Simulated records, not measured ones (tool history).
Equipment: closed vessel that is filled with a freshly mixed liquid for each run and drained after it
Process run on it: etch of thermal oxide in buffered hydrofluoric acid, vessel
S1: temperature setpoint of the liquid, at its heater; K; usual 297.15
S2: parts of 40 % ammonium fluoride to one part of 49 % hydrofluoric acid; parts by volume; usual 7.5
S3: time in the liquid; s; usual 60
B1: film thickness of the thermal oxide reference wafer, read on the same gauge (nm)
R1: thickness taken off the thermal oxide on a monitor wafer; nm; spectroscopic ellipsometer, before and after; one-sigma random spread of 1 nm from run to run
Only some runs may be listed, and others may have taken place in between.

run	hour	S1	S2	S3	B1	R1
1	0.0	297.15	8.5	60	89.08	87.57
2	51.9	297.15	8.5	60	88.91	87.59
3	130.5	297.15	8.5	60	88.62	86.47
4	226.8	297.15	7.5	60	88.22	98.35
5	285.7	297.15	7.5	60	87.94	100.66
6	382.6	297.15	8.0	60	87.41	92.45
7	447.9	297.15	8.0	60	87.07	93.12
8	495.6	297.15	7.5	60	86.78	97.85
9	547.5	299.15	10.0	60	86.37	83.50
10	652.8	297.15	7.5	60	90.48	103.00
11	750.9	297.15	7.5	60	90.42	102.93
12	836.4	294.15	10.0	85	90.35	94.40
13	889.5	297.15	7.5	30	90.24	51.03
14	936.3	295.15	5.0	30	90.20	66.71
15	1000.4	297.15	6.5	60	90.05	119.35
16	1047.3	297.15	10.5	60	89.90	74.40
17	1115.1	300.15	7.5	40	89.72	79.76

Between the runs listed above, the log contained 3 entries, not reproduced here. Where in the sequence does each belong, and how does what the log doesn't record of the tool's condition differ from the listed run before to the listed run after?
Run 9 -> run 10: hydrofluoric acid flow meter replaced (hour 617.6); gauge calibrated (hour 631.8)
  gauge reads high (%): -3.98 -> 0.557
  the result without the hidden state subtracted from the measured one, R1: -3.47 -> +0.57 nm
Run 11 -> run 12: thermometer replaced (hour 817.6)
  gauge reads high (%): 0.505 -> 0.399
  the result without the hidden state subtracted from the measured one, R1: +0.52 -> +0.38 nm
